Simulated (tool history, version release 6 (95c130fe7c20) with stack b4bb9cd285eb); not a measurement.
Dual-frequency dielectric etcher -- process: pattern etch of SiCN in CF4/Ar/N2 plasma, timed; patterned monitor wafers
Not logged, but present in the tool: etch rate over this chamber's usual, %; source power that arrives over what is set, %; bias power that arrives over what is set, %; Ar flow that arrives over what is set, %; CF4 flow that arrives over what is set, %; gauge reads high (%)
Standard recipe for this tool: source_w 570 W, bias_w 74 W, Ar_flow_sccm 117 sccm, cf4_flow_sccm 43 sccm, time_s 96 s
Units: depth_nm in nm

run	hour	source_w	bias_w	Ar_flow_sccm	cf4_flow_sccm	time_s	wafers since the last listed run	hours since the last wet clean	hours since the last source power generator calibration	hours since the last bias power generator calibration	hours since the last Ar flow controller change	hours since the last CF4 flow controller change	hours since the last upper electrode change	hours since the gauge calibration	read-back reference wafer on the same gauge, depth_nm	depth_nm
1	0.0	570	74	117	43	96	0	20.2	2815.8	2584.0	2665.2	4698.3	3589.2	453.3	85.9	90.4
2	54.0	570	74	117	43	96	705	74.2	2869.8	2638.0	2719.2	4752.3	3643.2	507.3	85.9	90.1
3	107.3	570	74	117	43	96	696	127.5	2923.1	2691.3	2772.5	4805.6	3696.5	560.6	85.9	90.2
4	146.5	570	74	117	43	96	511	166.7	2962.3	2730.5	2811.7	4844.8	3735.7	599.8	85.9	90.4
5	189.9	570	74	117	43	96	566	210.1	3005.7	2773.9	2855.1	4888.2	3779.1	643.2	85.9	90.6
6	261.3	570	74	117	43	96	932	281.5	3077.1	2845.3	2926.5	4959.6	3850.5	714.6	85.9	90.4
# hour 327.6: CF4 flow controller replaced
7	328.1	570	74	117	43	96	794	348.3	3143.9	2912.1	2993.3	0.5	3917.3	781.4	85.9	90.8
# hour 377.8: wet clean of the chamber
8	390.7	570	74	117	43	96	504	12.9	3206.5	2974.7	3055.9	63.1	3979.9	844.0	85.9	88.7
# hour 400.5: source power generator calibrated
9	451.7	570	74	117	43	96	744	73.9	51.2	3035.7	3116.9	124.1	4040.9	905.0	85.9	88.5
10	520.3	570	91	117	35	110	895	142.5	119.8	3104.3	3185.5	192.7	4109.5	973.6	85.9	106.2
# hour 574.2: wet clean of the chamber, repeated, since the last time left the tool worse
11	588.7	460	74	117	43	96	579	14.5	188.2	3172.7	3253.9	261.1	4177.9	1042.0	86.0	74.7
# hour 613.9: Ar flow controller replaced
# hour 626.4: upper electrode replaced
12	652.4	460	74	117	43	96	590	78.2	251.9	3236.4	38.5	324.8	26.0	1105.7	85.9	74.9
13	707.5	490	74	117	43	110	719	133.3	307.0	3291.5	93.6	379.9	81.1	1160.8	85.9	90.9
# hour 715.8: bias power generator calibrated
# hour 751.8: gauge calibrated
14	757.7	570	59	117	35	114	603	183.5	357.2	41.9	143.8	430.1	131.3	5.9	85.9	96.9
# hour 932.5: wet clean of the chamber
15	955.7	570	81	117	43	96	2272	23.2	555.2	239.9	341.8	628.1	329.3	203.9	85.9	93.0
16	987.3	630	74	144	48	96	412	54.8	586.8	271.5	373.4	659.7	360.9	235.5	85.9	96.9
17	1036.5	690	74	117	36	74	642	104.0	636.0	320.7	422.6	708.9	410.1	284.7	85.9	79.9
18	1072.6	690	63	117	47	96	471	140.1	672.1	356.8	458.7	745.0	446.2	320.8	85.9	103.1

Here are 3 independent what-if runs from the current tool condition. What would each one return?
A	1073.0	570	74	117	49	96	5	140.5	672.5	357.2	459.1	745.4	446.6	321.2	?	?
B	1073.0	470	86	117	37	81	5	140.5	672.5	357.2	459.1	745.4	446.6	321.2	?	?
C	1073.0	570	88	105	43	96	5	140.5	672.5	357.2	459.1	745.4	446.6	321.2	?	?

run	read-back reference wafer on the same gauge, depth_nm	depth_nm
A	85.8	92.2
B	85.8	66.6
C	85.8	97.2
Take away the tool's hidden state, keep each run's random variation, and the runs would have read:
run	depth_nm
A	91.8
B	66.3
C	96.8
